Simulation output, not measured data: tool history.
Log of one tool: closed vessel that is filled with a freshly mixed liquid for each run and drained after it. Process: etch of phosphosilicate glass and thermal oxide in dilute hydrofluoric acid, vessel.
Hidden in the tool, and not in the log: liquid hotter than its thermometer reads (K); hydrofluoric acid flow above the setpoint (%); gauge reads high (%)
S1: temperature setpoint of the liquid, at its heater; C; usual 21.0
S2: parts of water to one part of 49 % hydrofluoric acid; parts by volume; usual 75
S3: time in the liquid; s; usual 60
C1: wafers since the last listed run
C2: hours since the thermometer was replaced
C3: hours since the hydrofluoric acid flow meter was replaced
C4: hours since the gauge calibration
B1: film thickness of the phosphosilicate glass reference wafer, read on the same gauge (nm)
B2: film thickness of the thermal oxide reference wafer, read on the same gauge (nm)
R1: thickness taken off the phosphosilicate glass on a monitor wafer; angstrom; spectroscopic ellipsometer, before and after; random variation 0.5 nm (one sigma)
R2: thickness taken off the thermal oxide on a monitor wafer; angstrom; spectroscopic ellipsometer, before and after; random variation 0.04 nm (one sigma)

{"run": 1, "hour": 0.0, "S1": 21.0, "S2": 85, "S3": 40, "C1": 0, "C2": 1144.3, "C3": 369.3, "C4": 168.6, "B1": 140.04, "B2": 150.035, "R1": 546.4, "R2": 24.74}
{"run": 2, "hour": 35.3, "S1": 21.0, "S2": 85, "S3": 40, "C1": 2280, "C2": 1179.6, "C3": 404.6, "C4": 203.9, "B1": 139.99, "B2": 149.977, "R1": 545.4, "R2": 24.49}
{"run": 3, "hour": 88.6, "S1": 21.0, "S2": 85, "S3": 40, "C1": 3443, "C2": 1232.9, "C3": 457.9, "C4": 257.2, "B1": 140.0, "B2": 149.981, "R1": 546.0, "R2": 24.68}
{"run": 4, "hour": 128.7, "S1": 21.0, "S2": 75, "S3": 60, "C1": 2590, "C2": 1273.0, "C3": 498.0, "C4": 297.3, "B1": 140.01, "B2": 150.008, "R1": 940.9, "R2": 42.62}
{"run": 5, "hour": 198.4, "S1": 21.0, "S2": 75, "S3": 60, "C1": 4502, "C2": 1342.7, "C3": 567.7, "C4": 367.0, "B1": 139.95, "B2": 149.949, "R1": 940.7, "R2": 42.41}
{"run": 6, "hour": 259.7, "S1": 21.0, "S2": 75, "S3": 60, "C1": 3960, "C2": 1404.0, "C3": 629.0, "C4": 428.3, "B1": 139.98, "B2": 150.0, "R1": 943.8, "R2": 42.07}
{"hour": 284.6, "done": "thermometer replaced"}
{"run": 7, "hour": 317.6, "S1": 22.5, "S2": 75, "S3": 60, "C1": 3676, "C2": 33.0, "C3": 686.9, "C4": 486.2, "B1": 140.0, "B2": 150.057, "R1": 1057.5, "R2": 47.62}
{"run": 8, "hour": 358.8, "S1": 21.0, "S2": 75, "S3": 60, "C1": 2661, "C2": 74.2, "C3": 728.1, "C4": 527.4, "B1": 140.0, "B2": 150.003, "R1": 1009.6, "R2": 45.12}
{"hour": 374.1, "done": "gauge calibrated"}
{"run": 9, "hour": 386.3, "S1": 21.0, "S2": 75, "S3": 60, "C1": 1776, "C2": 101.7, "C3": 755.6, "C4": 12.2, "B1": 140.04, "B2": 149.989, "R1": 1000.6, "R2": 44.48}
{"hour": 440.1, "done": "thermometer replaced, repeated, since the last time left the tool worse"}
{"run": 10, "hour": 448.0, "S1": 23.0, "S2": 105, "S3": 60, "C1": 3921, "C2": 7.9, "C3": 817.3, "C4": 73.9, "B1": 140.02, "B2": 149.997, "R1": 656.6, "R2": 30.02}
{"run": 11, "hour": 494.9, "S1": 21.0, "S2": 90, "S3": 40, "C1": 3029, "C2": 54.8, "C3": 864.2, "C4": 120.8, "B1": 139.98, "B2": 149.978, "R1": 474.8, "R2": 21.92}
{"hour": 511.1, "done": "hydrofluoric acid flow meter replaced"}
{"run": 12, "hour": 522.5, "S1": 17.5, "S2": 75, "S3": 95, "C1": 1718, "C2": 82.4, "C3": 11.4, "C4": 148.4, "B1": 139.94, "B2": 149.973, "R1": 1210.8, "R2": 53.25}
{"run": 13, "hour": 563.0, "S1": 21.0, "S2": 75, "S3": 60, "C1": 2616, "C2": 122.9, "C3": 51.9, "C4": 188.9, "B1": 140.02, "B2": 150.014, "R1": 880.0, "R2": 39.84}
{"run": 14, "hour": 615.1, "S1": 21.0, "S2": 115, "S3": 60, "C1": 3365, "C2": 175.0, "C3": 104.0, "C4": 241.0, "B1": 139.99, "B2": 150.017, "R1": 550.2, "R2": 24.89}
{"run": 15, "hour": 646.3, "S1": 21.0, "S2": 95, "S3": 60, "C1": 2015, "C2": 206.2, "C3": 135.2, "C4": 272.2, "B1": 139.99, "B2": 149.99, "R1": 682.9, "R2": 31.07}

3 ways to go on from here, each from the tool as it stands after run 15. What would each give?
{"run": "A", "hour": 647.0, "S1": 21.0, "S2": 75, "S3": 85, "C1": 45, "C2": 206.9, "C3": 135.9, "C4": 272.9, "B1": "?", "B2": "?", "R1": "?", "R2": "?"}
{"run": "B", "hour": 647.0, "S1": 17.0, "S2": 110, "S3": 60, "C1": 45, "C2": 206.9, "C3": 135.9, "C4": 272.9, "B1": "?", "B2": "?", "R1": "?", "R2": "?"}
{"run": "C", "hour": 647.0, "S1": 17.5, "S2": 60, "S3": 30, "C1": 45, "C2": 206.9, "C3": 135.9, "C4": 272.9, "B1": "?", "B2": "?", "R1": "?", "R2": "?"}

run=A B1=140.02 B2=149.996 R1=1265.8 R2=57.63
run=B B1=140.02 B2=149.996 R1=496.3 R2=22.59
run=C B1=140.02 B2=149.996 R1=490.4 R2=22.33
Without the tool's hidden state the same runs would have given:
run=A R1=1250.2 R2=56.92
run=B R1=490.1 R2=22.31
run=C R1=484.1 R2=22.04

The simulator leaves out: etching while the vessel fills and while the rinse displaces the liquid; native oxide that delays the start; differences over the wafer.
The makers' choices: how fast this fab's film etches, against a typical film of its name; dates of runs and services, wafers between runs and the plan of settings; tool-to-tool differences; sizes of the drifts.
